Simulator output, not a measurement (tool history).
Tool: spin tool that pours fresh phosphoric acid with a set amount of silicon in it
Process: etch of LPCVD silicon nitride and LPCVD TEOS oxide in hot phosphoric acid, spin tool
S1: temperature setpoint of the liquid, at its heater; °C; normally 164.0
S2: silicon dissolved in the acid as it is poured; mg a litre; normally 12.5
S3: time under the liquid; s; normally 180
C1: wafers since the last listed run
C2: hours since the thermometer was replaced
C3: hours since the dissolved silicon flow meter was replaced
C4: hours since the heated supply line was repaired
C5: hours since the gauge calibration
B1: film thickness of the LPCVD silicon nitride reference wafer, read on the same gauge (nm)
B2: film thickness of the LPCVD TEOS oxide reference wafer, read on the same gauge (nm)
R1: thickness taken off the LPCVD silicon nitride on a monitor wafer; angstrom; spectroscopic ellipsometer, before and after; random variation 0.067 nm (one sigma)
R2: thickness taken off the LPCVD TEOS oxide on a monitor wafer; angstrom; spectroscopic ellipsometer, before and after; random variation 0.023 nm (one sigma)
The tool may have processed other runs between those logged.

run   hour     S1    S2   S3   C1     C2      C3      C4     C5     B1      B2     R1     R2
  1    0.0  164.0  12.5  180    0  770.0  1227.9  1206.4  268.6  50.00  89.996  164.9   5.63
  2   14.4  164.0  12.5  180  129  784.4  1242.3  1220.8  283.0  49.97  90.017  163.6   5.57
      28.7  -- gauge calibrated
  3   28.9  164.0  12.5  180  129  798.9  1256.8  1235.3    0.2  50.00  90.004  164.0   5.39
      45.1  -- thermometer replaced
  4   45.7  164.0  12.5  180  141    0.6  1273.6  1252.1   17.0  50.02  89.993  163.8   5.25
  5   55.2  164.0  12.5  180   85   10.1  1283.1  1261.6   26.5  50.05  90.015  163.0   5.50
      60.1  -- dissolved silicon flow meter replaced
  6   71.4  164.0  12.5  180  136   26.3    11.3  1277.8   42.7  50.03  89.997  163.2   5.73
  7  109.6  165.5  12.5  180  342   64.5    49.5  1316.0   80.9  49.98  89.987  170.2   6.20
  8  126.7  164.0  12.5  180  153   81.6    66.6  1333.1   98.0  49.96  89.991  162.5   5.54
  9  141.9  164.0  12.5  180  136   96.8    81.8  1348.3  113.2  49.99  89.978  162.8   5.78
 10  158.1  164.0   7.0  275  145  113.0    98.0  1364.5  129.4  49.98  89.990  247.5   9.81
 11  165.7  164.0  22.0  180   68  120.6   105.6  1372.1  137.0  50.01  89.994  162.6   4.13
 12  179.9  164.0  12.5  180  127  134.8   119.8  1386.3  151.2  49.97  89.986  160.5   5.39
 13  191.8  164.0  12.5  180  106  146.7   131.7  1398.2  163.1  50.01  89.990  161.5   5.40
     203.6  -- heated supply line repaired
 14  204.1  165.5  22.0  265  101  159.0   144.0     0.5  175.4  50.01  90.004  284.9   9.05
 15  216.7  164.0  12.5  120  112  171.6   156.6    13.1  188.0  49.97  89.986  121.9   4.54
 16  234.2  164.0   4.5  255  156  189.1   174.1    30.6  205.5  50.02  89.965  259.0  11.82
 17  243.9  161.0  12.5  145   86  198.8   183.8    40.3  215.2  50.00  90.014  133.3   4.61
 18  257.4  164.0  12.5  100  120  212.3   197.3    53.8  228.7  49.98  90.005  101.3   4.08
 19  263.8  161.5   6.5   75   57  218.7   203.7    60.2  235.1  49.99  90.017   70.1   2.82
 20  270.5  161.0  12.5  145   60  225.4   210.4    66.9  241.8  49.99  89.999  132.9   4.63
 21  283.1  161.0  22.0  230  112  238.0   223.0    79.5  254.4  49.94  90.005  209.5   5.56

What if the next run were any one of these 5? Each begins from the tool's condition after run 21:
  A  283.6  164.0  12.5  180   4  238.5  223.5  80.0  254.9   ?   ?   ?   ?
  B  283.6  164.0  12.5  235   4  238.5  223.5  80.0  254.9   ?   ?   ?   ?
  C  283.6  165.0  12.5  180   4  238.5  223.5  80.0  254.9   ?   ?   ?   ?
  D  283.6  161.0  12.5  180   4  238.5  223.5  80.0  254.9   ?   ?   ?   ?
  E  283.6  166.0  12.5  275   4  238.5  223.5  80.0  254.9   ?   ?   ?   ?

run     B1      B2     R1     R2
  A  50.03  90.035  182.7   6.80
  B  50.03  90.035  238.6   8.88
  C  50.03  90.035  188.9   7.31
  D  50.03  90.035  165.4   5.46
  E  50.03  90.035  298.2  12.01
What these runs would have given with no unlogged condition in the tool:
run     R1     R2
  A  185.5   7.03
  B  242.2   9.17
  C  191.7   7.56
  D  167.9   5.64
  E  302.6  12.41
